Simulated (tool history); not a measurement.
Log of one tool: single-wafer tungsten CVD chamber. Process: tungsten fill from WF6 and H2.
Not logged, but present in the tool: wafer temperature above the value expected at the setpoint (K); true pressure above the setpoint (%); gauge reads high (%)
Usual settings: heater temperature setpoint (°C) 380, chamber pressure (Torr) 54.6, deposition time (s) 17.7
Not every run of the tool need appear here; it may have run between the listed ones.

run	hour	heater temperature setpoint (°C)	chamber pressure (Torr)	deposition time (s)	wafers since the last listed run	hours since the last thermocouple change	hours since the last manometer calibration	hours since the showerhead was replaced	hours since the gauge calibration	read-back reference wafer on the same gauge, thickness_nm	mean film thickness on the monitor wafer (angstrom)
1	0.0	380	54.6	17.7	0	636.9	688.3	6774.2	682.2	50.855	444.94
2	48.6	380	54.6	17.7	1564	685.5	736.9	6822.8	730.8	50.855	446.91
3	77.5	380	54.6	17.7	930	714.4	765.8	6851.7	759.7	50.841	445.74
4	114.5	380	54.6	18.6	1190	751.4	802.8	6888.7	796.7	50.776	466.34
5	160.6	380	54.6	18.6	1483	797.5	848.9	6934.8	842.8	50.796	466.07
6	209.1	380	61.1	17.7	1560	846.0	897.4	6983.3	891.3	50.708	464.27
7	277.9	380	61.1	17.7	2214	914.8	966.2	7052.1	960.1	50.671	464.53
8	309.5	380	61.1	17.7	1017	946.4	997.8	7083.7	991.7	50.855	462.89
# hour 320.4: thermocouple changed; heater temperature recalibrated
9	371.3	380	54.6	17.7	1731	50.9	1059.6	7145.5	1053.5	50.749	451.43
10	427.9	380	54.6	17.7	1821	107.5	1116.2	7202.1	1110.1	50.782	449.62
11	458.2	380	54.6	17.7	975	137.8	1146.5	7232.4	1140.4	50.834	450.89
# hour 479.8: gauge calibrated
# hour 507.9: capacitance manometer re-zeroed and calibrated
12	525.3	380	54.6	17.7	1902	204.9	17.4	7299.5	45.5	50.815	448.57
13	549.7	380	54.6	17.7	785	229.3	41.8	7323.9	69.9	50.854	450.29
14	592.2	386	54.6	16.8	1367	271.8	84.3	7366.4	112.4	50.830	471.89
15	659.5	380	54.6	16.3	2166	339.1	151.6	7433.7	179.7	50.716	412.39
16	703.4	380	48.7	18.6	1412	383.0	195.5	7477.6	223.6	50.691	447.83
# hour 755.9: showerhead replaced
17	769.4	395	54.6	15.3	1866	449.0	261.5	13.5	289.6	50.814	500.29
18	832.1	365	60.1	18.8	2017	511.7	324.2	76.2	352.3	50.825	374.79
19	858.3	387	54.6	15.4	843	537.9	350.4	102.4	378.5	50.724	437.92
20	898.4	386	54.6	20.3	1290	578.0	390.5	142.5	418.6	50.780	570.32
21	952.8	371	58.1	20.2	1750	632.4	444.9	196.9	473.0	50.786	441.08

Below are 4 alternative next runs, each starting from the tool's condition after run 21. Predict each:
A	953.2	380	54.6	15.1	12	632.8	445.3	197.3	473.4	?	?
B	953.2	380	54.6	19.6	12	632.8	445.3	197.3	473.4	?	?
C	953.2	369	68.2	15.7	12	632.8	445.3	197.3	473.4	?	?
D	953.2	385	59.0	17.7	12	632.8	445.3	197.3	473.4	?	?

run	read-back reference wafer on the same gauge, thickness_nm	mean film thickness on the monitor wafer (angstrom)
A	50.800	377.28
B	50.800	490.27
C	50.800	350.48
D	50.800	498.58
Take away the tool's hidden state, keep each run's random variation, and the runs would have read:
run	mean film thickness on the monitor wafer (angstrom)
A	382.58
B	497.17
C	355.59
D	505.41
